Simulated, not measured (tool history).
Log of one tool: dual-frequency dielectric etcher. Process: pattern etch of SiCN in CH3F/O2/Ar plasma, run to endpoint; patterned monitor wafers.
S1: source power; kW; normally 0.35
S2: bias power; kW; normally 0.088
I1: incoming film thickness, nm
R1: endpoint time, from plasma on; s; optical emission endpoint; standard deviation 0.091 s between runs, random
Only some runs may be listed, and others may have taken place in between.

run	day	S1	S2	I1	R1
1	0	0.35	0.088	9.02	25.4
# day 1.833: wet clean of the chamber
2	3.529	0.35	0.088	9.07	25.2
3	7.879	0.35	0.088	9.21	25.6
4	12.125	0.35	0.098	9.01	24
5	16.262	0.35	0.098	9.03	24.2
# day 18.279: bias power generator calibrated
# day 18.429: wet clean of the chamber
# day 18.721: source power generator calibrated
6	19.738	0.35	0.098	9.09	23.2
# day 21.217: upper electrode replaced
7	21.929	0.41	0.072	9.07	25.9
8	24.308	0.41	0.072	9.14	26.4
9	27.125	0.28	0.069	9.17	30.8
10	28.679	0.4	0.088	9.12	24
11	31.542	0.35	0.088	9.05	25.1
# day 35.088: wet clean of the chamber
12	35.108	0.29	0.08	9.14	27.7
13	37.592	0.32	0.088	9.22	26
14	39.592	0.35	0.088	9.11	25
15	42.096	0.35	0.098	9.24	24.1
16	43.629	0.28	0.088	9.1	27

Here are 5 independent what-if runs from the current tool condition. What would each one return?
A	43.646	0.29	0.088	9.16	?
B	43.646	0.41	0.088	9.16	?
C	43.646	0.28	0.097	9.16	?
D	43.646	0.38	0.088	9.16	?
E	43.646	0.35	0.097	9.16	?

run	R1
A	26.9
B	24
C	25.8
D	24.6
E	24.1
Without the tool's hidden state the same runs would have given:
run	R1
A	26.1
B	23.3
C	25.1
D	23.9
E	23.4

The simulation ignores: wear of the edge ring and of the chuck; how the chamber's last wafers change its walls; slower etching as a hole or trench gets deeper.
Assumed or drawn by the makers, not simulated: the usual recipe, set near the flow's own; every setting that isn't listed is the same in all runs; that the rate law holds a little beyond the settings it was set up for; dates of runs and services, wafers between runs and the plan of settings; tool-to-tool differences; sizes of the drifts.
